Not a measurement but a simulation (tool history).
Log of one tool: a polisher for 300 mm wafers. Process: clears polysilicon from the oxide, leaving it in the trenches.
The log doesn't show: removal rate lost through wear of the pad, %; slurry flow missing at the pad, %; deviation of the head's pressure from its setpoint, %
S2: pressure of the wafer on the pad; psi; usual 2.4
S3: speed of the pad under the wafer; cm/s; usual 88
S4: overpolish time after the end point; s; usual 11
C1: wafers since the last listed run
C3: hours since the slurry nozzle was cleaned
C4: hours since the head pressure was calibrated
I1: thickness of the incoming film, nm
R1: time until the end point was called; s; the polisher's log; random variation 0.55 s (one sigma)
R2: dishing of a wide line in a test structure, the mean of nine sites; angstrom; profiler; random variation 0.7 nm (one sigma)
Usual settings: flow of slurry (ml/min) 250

Run 1, day 0: usual settings but S3 110 cm/s; C1 0; wafers polished on this pad 3207; C3 351.7; C4 78.4; I1 638.2. Result: R1 39.9 s, R2 452 angstrom.
Run 2, day 1.417: usual settings but S3 110 cm/s; C1 405; wafers polished on this pad 3613; C3 385.7; C4 112.4; I1 646.5. Result: R1 40.7 s, R2 461 angstrom.
At day 2.25: worn pad replaced by a new one.
Run 3, day 2.554: usual settings but S3 110 cm/s; C1 277; wafers polished on this pad 86; C3 413; C4 139.7; I1 642.4. Result: R1 40.8 s, R2 451 angstrom.
Run 4, day 5.35: usual settings but S4 13 s; C1 800; wafers polished on this pad 887; C3 480.1; C4 206.8; I1 630.8. Result: R1 48.4 s, R2 441 angstrom.
Run 5, day 6.379: usual settings but S2 2.2 psi, S3 112 cm/s; C1 294; wafers polished on this pad 1181; C3 504.8; C4 231.5; I1 639. Result: R1 44.3 s, R2 445 angstrom.
At day 8.829: slurry nozzle cleaned.
Run 6, day 13.821: usual settings but S2 2.2 psi, S3 112 cm/s; C1 2118; wafers polished on this pad 3300; C3 119.8; C4 410.1; I1 645. Result: R1 45.7 s, R2 444 angstrom.
At day 14.208: head pressure recalibrated.
At day 15.771: worn pad replaced by a new one.
Run 7, day 16.104: usual settings but S2 2.2 psi, S3 112 cm/s; C1 582; wafers polished on this pad 95; C3 174.6; C4 45.5; I1 634.7. Result: R1 43.7 s, R2 449 angstrom.
Run 8, day 18.383: usual settings but S2 2 psi; C1 652; wafers polished on this pad 747; C3 229.3; C4 100.2; I1 637.6. Result: R1 59.5 s, R2 423 angstrom.
Run 9, day 20.846: usual settings but S2 2 psi; C1 704; wafers polished on this pad 1452; C3 288.4; C4 159.3; I1 640.9. Result: R1 59.5 s, R2 410 angstrom.
Run 10, day 29.167: usual settings but S2 2 psi; C1 2381; wafers polished on this pad 3834; C3 488.1; C4 359; I1 650.6. Result: R1 62.3 s, R2 405 angstrom.
Run 11, day 31.067: usual settings; C1 543; wafers polished on this pad 4378; C3 533.7; C4 404.6; I1 636.1. Result: R1 51.7 s, R2 428 angstrom.
At day 32.725: slurry nozzle cleaned.
At day 32.962: head pressure recalibrated.
At day 33.246: worn pad replaced by a new one.
Run 12, day 33.833: usual settings; C1 708; wafers polished on this pad 167; C3 26.6; C4 20.9; I1 629.8. Result: R1 47.9 s, R2 445 angstrom.
Run 13, day 35.042: usual settings; C1 345; wafers polished on this pad 513; C3 55.6; C4 49.9; I1 639.7. Result: R1 49.1 s, R2 428 angstrom.
Run 14, day 36.162: usual settings; C1 320; wafers polished on this pad 834; C3 82.5; C4 76.8; I1 635.6. Result: R1 48.9 s, R2 434 angstrom.
Run 15, day 38.346: usual settings but S4 15 s; C1 624; wafers polished on this pad 1459; C3 134.9; C4 129.2; I1 635.5. Result: R1 50.1 s, R2 447 angstrom.
Run 16, day 40.167: usual settings; C1 521; wafers polished on this pad 1980; C3 178.6; C4 172.9; I1 640. Result: R1 49.9 s, R2 432 angstrom.
Run 17, day 41.904: usual settings; C1 497; wafers polished on this pad 2477; C3 220.3; C4 214.6; I1 642.4. Result: R1 51 s, R2 440 angstrom.
Run 18, day 44.383: usual settings but flow of slurry (ml/min) 335, S2 3 psi, S3 110 cm/s, S4 4 s; C1 709; wafers polished on this pad 3187; C3 279.8; C4 274.1; I1 634.2. Result: R1 31.8 s, R2 362 angstrom.
Run 19, day 47.179: usual settings; C1 800; wafers polished on this pad 3987; C3 346.9; C4 341.2; I1 635.2. Result: R1 51 s, R2 425 angstrom.
At day 48.262: worn pad replaced by a new one.
Run 20, day 49.296: usual settings but flow of slurry (ml/min) 290, S2 1.7 psi, S3 114 cm/s; C1 558; wafers polished on this pad 296; C3 397.7; C4 392; I1 635.7. Result: R1 56.3 s, R2 432 angstrom.
Run 21, day 50.421: usual settings; C1 322; wafers polished on this pad 618; C3 424.7; C4 419; I1 641.9. Result: R1 52.3 s, R2 423 angstrom.
At day 53.246: head pressure recalibrated.
Run 22, day 53.267: usual settings; C1 790; wafers polished on this pad 1408; C3 493; C4 0.5; I1 631.9. Result: R1 49.2 s, R2 437 angstrom.
Run 23, day 54.604: usual settings but flow of slurry (ml/min) 335, S3 106 cm/s, S4 5 s; C1 382; wafers polished on this pad 1791; C3 525.1; C4 32.6; I1 653.4. Result: R1 41.6 s, R2 358 angstrom.
Run 24, day 57.317: usual settings but flow of slurry (ml/min) 335, S2 3 psi, S3 106 cm/s, S4 15 s; C1 776; wafers polished on this pad 2568; C3 590.2; C4 97.7; I1 630. Result: R1 32.8 s, R2 465 angstrom.
Run 25, day 58.825: usual settings but S2 1.7 psi, S4 4 s; C1 431; wafers polished on this pad 2999; C3 626.4; C4 133.9; I1 648.2. Result: R1 70.9 s, R2 234 angstrom.
At day 59.917: slurry nozzle cleaned.
Run 26, day 60.321: usual settings but S2 3.1 psi, S3 64 cm/s, S4 9 s; C1 416; wafers polished on this pad 3416; C3 9.7; C4 169.8; I1 636.9. Result: R1 50.8 s, R2 403 angstrom.
Run 27, day 61.533: usual settings but flow of slurry (ml/min) 220; C1 347; wafers polished on this pad 3763; C3 38.8; C4 198.9; I1 641.6. Result: R1 51.1 s, R2 431 angstrom.
Run 28, day 63.871: usual settings but S3 72 cm/s; C1 669; wafers polished on this pad 4432; C3 94.9; C4 255; I1 637.2. Result: R1 60.9 s, R2 411 angstrom.
At day 64.258: worn pad replaced by a new one.
Run 29, day 66.175: usual settings but flow of slurry (ml/min) 325, S3 76 cm/s; C1 611; wafers polished on this pad 549; C3 150.2; C4 310.3; I1 646.6. Result: R1 57.9 s, R2 418 angstrom.
Run 30, day 68.512: usual settings but flow of slurry (ml/min) 190, S4 15 s; C1 669; wafers polished on this pad 1218; C3 206.3; C4 366.4; I1 641.4. Result: R1 52.4 s, R2 455 angstrom.
At day 70.546: head pressure recalibrated.
Run 31, day 71.175: usual settings but flow of slurry (ml/min) 275, S2 2.6 psi, S4 15 s; C1 738; wafers polished on this pad 1956; C3 270.2; C4 15.1; I1 631. Result: R1 44.9 s, R2 468 angstrom.
Run 32, day 74.025: usual settings but S3 108 cm/s, S4 5 s; C1 815; wafers polished on this pad 2772; C3 338.6; C4 83.5; I1 643.7. Result: R1 40.8 s, R2 358 angstrom.
Run 33, day 75.512: usual settings but flow of slurry (ml/min) 170, S3 64 cm/s; C1 425; wafers polished on this pad 3198; C3 374.3; C4 119.2; I1 639.1. Result: R1 69.4 s, R2 416 angstrom.
Run 34, day 77.083: usual settings but flow of slurry (ml/min) 180, S3 108 cm/s; C1 449; wafers polished on this pad 3647; C3 412; C4 156.9; I1 637.2. Result: R1 42.5 s, R2 435 angstrom.

What the log doesn't show, run by run:
removal rate lost through wear of the pad, %: 0 in every run
slurry flow missing at the pad, %: 0 in every run
H1: deviation of the head's pressure from its setpoint, %
run      H1
  1  -0.589
  2   -1.07
  3   -1.45
  4   -2.39
  5   -2.74
  6   -5.25
  7   -1.51
  8   -2.28
  9   -3.11
 10   -5.92
 11   -6.56
 12  -0.318
 13  -0.725
 14    -1.1
 15   -1.84
 16   -2.45
 17   -3.04
 18   -3.87
 19   -4.81
 20   -5.53
 21   -5.91
 22  -0.849
 23    -1.3
 24   -2.21
 25   -2.72
 26   -3.23
 27   -3.63
 28   -4.42
 29    -5.2
 30   -5.99
 31  -0.834
 32   -1.79
 33    -2.3
 34   -2.82
